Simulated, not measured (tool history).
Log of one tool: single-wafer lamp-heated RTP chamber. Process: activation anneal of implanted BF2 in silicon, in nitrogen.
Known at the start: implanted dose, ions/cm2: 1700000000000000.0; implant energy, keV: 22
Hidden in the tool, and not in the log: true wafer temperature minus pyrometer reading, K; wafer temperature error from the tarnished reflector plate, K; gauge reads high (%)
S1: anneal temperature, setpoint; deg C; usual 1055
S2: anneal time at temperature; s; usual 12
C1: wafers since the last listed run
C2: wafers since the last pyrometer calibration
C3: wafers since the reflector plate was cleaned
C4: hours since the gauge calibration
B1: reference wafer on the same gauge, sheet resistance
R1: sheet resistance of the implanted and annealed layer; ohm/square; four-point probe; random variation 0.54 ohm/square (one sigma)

Run 1, hour 0.0: usual settings; C1 0; C2 5167; C3 5211; C4 249.2; B1 163.32. Result: R1 132.81 ohm/square.
Run 2, hour 11.1: usual settings; C1 191; C2 5358; C3 5403; C4 260.3; B1 163.04. Result: R1 133.13 ohm/square.
Run 3, hour 17.6: usual settings; C1 112; C2 5471; C3 5516; C4 266.8; B1 163.07. Result: R1 132.76 ohm/square.
Run 4, hour 33.7: usual settings; C1 278; C2 5749; C3 5794; C4 282.9; B1 163.01. Result: R1 132.00 ohm/square.
Run 5, hour 46.8: usual settings; C1 226; C2 5975; C3 6020; C4 296.0; B1 162.91. Result: R1 132.70 ohm/square.
Run 6, hour 63.1: usual settings but S1 1065 deg C, S2 14 s; C1 281; C2 6257; C3 6302; C4 312.3; B1 162.95. Result: R1 120.58 ohm/square.
Run 7, hour 72.9: usual settings but S1 1079 deg C, S2 10 s; C1 169; C2 6427; C3 6471; C4 322.1; B1 163.09. Result: R1 117.33 ohm/square.
Run 8, hour 83.1: usual settings; C1 176; C2 6603; C3 6648; C4 332.3; B1 162.98. Result: R1 131.23 ohm/square.
Run 9, hour 89.8: usual settings; C1 115; C2 6719; C3 6763; C4 339.0; B1 162.94. Result: R1 131.30 ohm/square.
Run 10, hour 104.3: usual settings; C1 250; C2 6969; C3 7014; C4 353.5; B1 163.08. Result: R1 132.41 ohm/square.
At hour 107.8: gauge calibrated.
Run 11, hour 119.8: usual settings; C1 267; C2 7237; C3 7282; C4 12.0; B1 163.29. Result: R1 131.18 ohm/square.
Run 12, hour 134.8: usual settings; C1 259; C2 7496; C3 7541; C4 27.0; B1 163.04. Result: R1 131.40 ohm/square.
Run 13, hour 143.0: usual settings; C1 141; C2 7638; C3 7683; C4 35.2; B1 163.23. Result: R1 130.89 ohm/square.
Run 14, hour 154.5: usual settings; C1 198; C2 7837; C3 7882; C4 46.7; B1 162.90. Result: R1 131.43 ohm/square.
Run 15, hour 166.9: usual settings; C1 214; C2 8051; C3 8096; C4 59.1; B1 162.95. Result: R1 131.50 ohm/square.
Run 16, hour 175.1: usual settings but S1 1025 deg C, S2 6 s; C1 141; C2 8193; C3 8238; C4 67.3; B1 163.18. Result: R1 175.94 ohm/square.
Run 17, hour 192.3: usual settings but S1 1039 deg C; C1 297; C2 8490; C3 8535; C4 84.5; B1 163.17. Result: R1 144.96 ohm/square.
At hour 201.4: pyrometer window cleaned and pyrometer calibrated.
At hour 203.6: reflector plate cleaned.
Run 18, hour 207.8: usual settings but S1 1046 deg C, S2 9 s; C1 90; C2 72; C3 72; C4 100.0; B1 162.73. Result: R1 152.83 ohm/square.
Run 19, hour 224.1: usual settings; C1 281; C2 354; C3 354; C4 116.3; B1 163.06. Result: R1 137.13 ohm/square.
Run 20, hour 237.1: usual settings but S1 1063 deg C, S2 6 s; C1 224; C2 578; C3 578; C4 129.3; B1 163.06. Result: R1 146.95 ohm/square.
Run 21, hour 247.8: usual settings but S1 1065 deg C, S2 8 s; C1 184; C2 763; C3 763; C4 140.0; B1 163.01. Result: R1 138.03 ohm/square.
Run 22, hour 256.5: usual settings but S1 1077 deg C, S2 5 s; C1 150; C2 914; C3 914; C4 148.7; B1 162.77. Result: R1 138.89 ohm/square.
Run 23, hour 265.1: usual settings; C1 148; C2 1062; C3 1062; C4 157.3; B1 163.36. Result: R1 136.74 ohm/square.
Run 24, hour 271.4: usual settings; C1 108; C2 1171; C3 1171; C4 163.6; B1 162.72. Result: R1 135.88 ohm/square.
Run 25, hour 282.0: usual settings but S1 1028 deg C, S2 17 s; C1 183; C2 1354; C3 1354; C4 174.2; B1 162.75. Result: R1 155.10 ohm/square.
Run 26, hour 292.0: usual settings but S1 1070 deg C; C1 172; C2 1527; C3 1527; C4 184.2; B1 163.10. Result: R1 123.52 ohm/square.
Run 27, hour 305.0: usual settings but S2 8 s; C1 224; C2 1752; C3 1752; C4 197.2; B1 163.00. Result: R1 145.62 ohm/square.
Run 28, hour 319.6: usual settings; C1 252; C2 2004; C3 2004; C4 211.8; B1 163.10. Result: R1 136.38 ohm/square.
Run 29, hour 345.8: usual settings but S1 1074 deg C; C1 452; C2 2457; C3 2457; C4 238.0; B1 162.70. Result: R1 119.93 ohm/square.
Run 30, hour 358.3: usual settings but S1 1025 deg C, S2 16 s; C1 216; C2 2673; C3 2673; C4 250.5; B1 163.19. Result: R1 157.77 ohm/square.

Measured less the same run without the tool's hidden state. The same run-to-run variation is in both; the gauge's scatter may not be:
run     R1
  1  -5.04
  2  -5.20
  3  -5.28
  4  -5.47
  5  -5.69
  6  -5.39
  7  -5.05
  8  -6.12
  9  -6.22
 10  -6.48
 11  -6.62
 12  -6.85
 13  -6.93
 14  -7.13
 15  -7.30
 16  -9.64
 17  -8.65
 18  -0.67
 19  -0.84
 20  -0.98
 21  -1.10
 22  -1.17
 23  -1.41
 24  -1.49
 25  -1.98
 26  -1.58
 27  -2.00
 28  -2.18
 29  -2.16
 30  -3.38
